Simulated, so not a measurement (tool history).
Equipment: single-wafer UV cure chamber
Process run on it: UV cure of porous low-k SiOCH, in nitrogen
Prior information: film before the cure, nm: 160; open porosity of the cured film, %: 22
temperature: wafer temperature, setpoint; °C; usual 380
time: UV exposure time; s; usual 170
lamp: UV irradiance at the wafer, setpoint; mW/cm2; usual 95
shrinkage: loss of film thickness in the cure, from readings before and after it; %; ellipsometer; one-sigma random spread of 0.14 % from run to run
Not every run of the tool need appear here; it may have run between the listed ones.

run   hour  temperature  time  lamp  shrinkage
  1      0          390   220    95     12.461
  2   24.3          390   220    95     12.666
  3   59.2          390   220    95     12.539
  4   87.7          380   170    95     10.929
  5  106.4          380   170    95     10.779
  6  118.6          380   170    95     11.049
  7  140.6          380   170    95     10.967
  8  170.9          380   170    95     10.933
  9  184.4          380   170    95     10.866
 10    205          392   170    95     11.168
 11  236.1          392   170    95     10.869
 12  258.4          380   170    95     10.623
 13  285.1          380   170    95     10.732
 14  306.8          380   170    95     10.613
 15  336.5          380   170   110     11.373
 16  367.6          380   170    95     10.585
     393.1  -- UV bulbs replaced
 17  399.9          374   170    95     11.909
 18  429.8          399   260   112     15.784
 19  480.7          362    90    80      7.944
 20  498.1          380   170    95     12.035
     508.9  -- quartz window cleaned
 21  526.1          380   260    95     14.705
 22    539          393   170   120     13.684
 23  567.6          369    70    58      5.431
 24  582.7          374   170    95     12.182
 25  606.9          364    85    95       8.39
 26    620          361   110    75      8.466
 27  639.8          380   170    78     11.156
 28  657.8          372   250    95     13.859
 29  692.4          398   260    66     12.803
 30  716.6          366   140   125     12.106
 31  730.4          380   170    95      12.07

Below are 3 alternative next runs, each starting from the tool's condition after run 31. Predict each:
  A  730.9          380   170    83          ?
  B  730.9          368    70    57          ?
  C  730.9          387   230   126          ?

run  shrinkage
  A      11.44
  B      5.379
  C     15.384
Had the tool no hidden state, the same runs would have come out as:
run  shrinkage
  A     11.763
  B       5.63
  C     15.734
